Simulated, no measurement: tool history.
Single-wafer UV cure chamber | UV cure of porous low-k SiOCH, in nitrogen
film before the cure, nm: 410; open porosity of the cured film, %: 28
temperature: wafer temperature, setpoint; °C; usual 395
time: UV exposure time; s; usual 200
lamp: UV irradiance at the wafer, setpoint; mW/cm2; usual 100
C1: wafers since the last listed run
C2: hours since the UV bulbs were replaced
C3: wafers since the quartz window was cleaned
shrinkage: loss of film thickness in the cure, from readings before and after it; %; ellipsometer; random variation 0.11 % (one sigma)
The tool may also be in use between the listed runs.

run 1 hour=0.0 | temperature=395 time=200 lamp=100 | C1=0 C2=945.2 C3=3735 | shrinkage=11.714
run 2 hour=17.3 | temperature=387 time=200 lamp=100 | C1=80 C2=962.5 C3=3816 | shrinkage=11.601
run 3 hour=29.4 | temperature=387 time=200 lamp=100 | C1=56 C2=974.6 C3=3872 | shrinkage=11.668
run 4 hour=36.1 | temperature=387 time=200 lamp=100 | C1=31 C2=981.3 C3=3903 | shrinkage=11.487
run 5 hour=50.8 | temperature=395 time=200 lamp=100 | C1=68 C2=996.0 C3=3972 | shrinkage=11.709
-- hour=72.5 quartz window cleaned
run 6 hour=73.0 | temperature=395 time=200 lamp=100 | C1=66 C2=1018.2 C3=2 | shrinkage=11.686
run 7 hour=84.2 | temperature=395 time=200 lamp=100 | C1=52 C2=1029.4 C3=54 | shrinkage=11.636
run 8 hour=100.1 | temperature=395 time=200 lamp=100 | C1=74 C2=1045.3 C3=128 | shrinkage=11.483
run 9 hour=112.1 | temperature=395 time=200 lamp=100 | C1=55 C2=1057.3 C3=184 | shrinkage=11.515
-- hour=121.9 UV bulbs replaced
run 10 hour=126.4 | temperature=395 time=200 lamp=100 | C1=29 C2=4.5 C3=213 | shrinkage=13.835
run 11 hour=136.8 | temperature=395 time=200 lamp=100 | C1=48 C2=14.9 C3=262 | shrinkage=13.621
run 12 hour=146.5 | temperature=395 time=155 lamp=88 | C1=45 C2=24.6 C3=307 | shrinkage=11.735
run 13 hour=161.1 | temperature=395 time=160 lamp=73 | C1=68 C2=39.2 C3=375 | shrinkage=10.920
run 14 hour=176.4 | temperature=406 time=155 lamp=100 | C1=71 C2=54.5 C3=446 | shrinkage=12.606
run 15 hour=183.6 | temperature=395 time=200 lamp=100 | C1=33 C2=61.7 C3=480 | shrinkage=13.663
run 16 hour=192.3 | temperature=395 time=265 lamp=100 | C1=40 C2=70.4 C3=520 | shrinkage=15.272
run 17 hour=200.9 | temperature=395 time=285 lamp=100 | C1=40 C2=79.0 C3=560 | shrinkage=15.737
run 18 hour=209.1 | temperature=410 time=200 lamp=100 | C1=38 C2=87.2 C3=599 | shrinkage=14.117

Hidden state or all else? Some run-to-run changes of shrinkage, split into what the settings, what came in and random variation would give without the hidden state, and what is left for the hidden state (with any gauge scatter that isn't in both results):
The hidden state here: lamp output below its setpoint, %; transmission lost against a clean window, %.
Run 9 -> 10: UV bulbs replaced. shrinkage +2.320 %: hidden state +2.407, all else -0.087.
